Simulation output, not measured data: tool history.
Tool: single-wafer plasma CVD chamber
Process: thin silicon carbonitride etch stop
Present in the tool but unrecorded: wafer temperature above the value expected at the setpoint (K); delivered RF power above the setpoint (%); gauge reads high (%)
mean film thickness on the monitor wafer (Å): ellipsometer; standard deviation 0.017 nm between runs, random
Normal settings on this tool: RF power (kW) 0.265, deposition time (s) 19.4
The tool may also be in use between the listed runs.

run	hour	RF power (kW)	deposition time (s)	wafers since the last listed run	hours since the last thermocouple change	hours since the last RF generator calibration	hours since the showerhead was replaced	hours since the gauge calibration	read-back reference wafer on the same gauge, thickness_nm	mean film thickness on the monitor wafer (Å)
1	0	0.265	19.4	0	2743.6	1968.5	3899.9	25.6	10.401	114.56
2	9	0.265	19.4	192	2752.6	1977.5	3908.9	34.6	10.398	115.04
3	22.3	0.265	19.4	284	2765.9	1990.8	3922.2	47.9	10.398	114.74
4	34.2	0.265	19.4	254	2777.8	2002.7	3934.1	59.8	10.398	114.68
5	49.5	0.265	19.4	326	2793.1	2018	3949.4	75.1	10.401	114.53
# hour 85.2: RF generator calibrated
6	97.6	0.245	19.4	856	2841.2	12.4	3997.5	123.2	10.397	111.19
# hour 116.8: showerhead replaced
7	126.8	0.265	20.5	452	2870.4	41.6	10	152.4	10.398	121.29
8	134.2	0.265	20.5	158	2877.8	49	17.4	159.8	10.396	121.1
9	146.9	0.28	16	271	2890.5	61.7	30.1	172.5	10.404	96.34
10	159.9	0.24	21.1	277	2903.5	74.7	43.1	185.5	10.4	120.33
# hour 175.2: thermocouple changed; heater temperature recalibrated
# hour 181.3: gauge calibrated
11	204.4	0.295	20.4	779	29.2	119.2	87.6	23.1	10.398	125.35
12	212.9	0.265	19.4	181	37.7	127.7	96.1	31.6	10.398	114.89

Estimate the outcome of run 13 from the log above:
13	222	0.265	19.4	194	46.8	136.8	105.2	40.7	?	?

read-back reference wafer on the same gauge, thickness_nm: 10.402
mean film thickness on the monitor wafer (Å): 114.83
Had the tool carried no hidden state, the very same run would have given mean film thickness on the monitor wafer (Å) 114.83.
